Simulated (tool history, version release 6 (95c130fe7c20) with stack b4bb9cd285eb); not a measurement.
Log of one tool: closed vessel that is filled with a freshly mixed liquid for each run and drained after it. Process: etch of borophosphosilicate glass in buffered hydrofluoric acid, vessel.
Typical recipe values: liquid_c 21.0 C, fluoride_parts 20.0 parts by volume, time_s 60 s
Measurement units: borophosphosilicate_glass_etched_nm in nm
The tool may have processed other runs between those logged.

run    hour  liquid_c  fluoride_parts  time_s  read-back film thickness of the borophosphosilicate glass reference wafer, read on the same gauge (nm)  borophosphosilicate_glass_etched_nm
  1     0.0      21.0            20.0      60                                                                                                   60.01                                57.68
  2    84.3      21.0            20.0      60                                                                                                   59.99                                57.92
  3   131.5      21.0            20.0      60                                                                                                   60.00                                58.27
  4   194.1      19.5            20.0      60                                                                                                   59.95                                53.71
  5   249.3      21.0            20.0      60                                                                                                   60.00                                57.33
  6   314.4      21.0            20.0      60                                                                                                   60.00                                58.96
  7   355.6      21.0            20.0      60                                                                                                   60.02                                58.91
      439.8  -- hydrofluoric acid flow meter replaced
  8   440.9      21.0            20.0      60                                                                                                   59.99                                51.70
      455.9  -- gauge calibrated
  9   491.7      17.0            12.5      60                                                                                                   60.03                                67.28
 10   573.0      25.0            13.5      30                                                                                                   59.98                                48.06
 11   645.3      21.0            20.0      60                                                                                                   60.02                                52.75
 12   750.0      21.0            20.0      70                                                                                                   59.98                                61.87
 13   799.1      18.0            24.0      60                                                                                                   59.98                                39.31
 14   886.7      17.0            20.0      60                                                                                                   59.99                                42.28
      923.1  -- thermometer replaced
 15   981.0      21.0            20.0      60                                                                                                   60.00                                54.15
 16  1088.7      18.5            12.5      30                                                                                                   59.99                                37.49
 17  1221.0      21.0            20.0      60                                                                                                   60.01                                54.77

For some of the steps in borophosphosilicate_glass_etched_nm from one run to the next: how much would appear even if the tool had no hidden state, given the settings, what came in and random variation, and how much remains for the hidden state plus any gauge scatter that the measured result and the result without hidden state don't share?
Hidden state present: liquid hotter than its thermometer reads (K); hydrofluoric acid flow above the setpoint (%); gauge reads high (%).
Run 7 -> 8: hydrofluoric acid flow meter replaced. borophosphosilicate_glass_etched_nm -7.21 nm: hidden state -6.63, all else -0.58.
Run 12 -> 13: liquid_c 21.0 -> 18.0, fluoride_parts 20.0 -> 24.0, time_s 70 -> 60. borophosphosilicate_glass_etched_nm -22.56 nm: hidden state -0.81, all else -21.75.
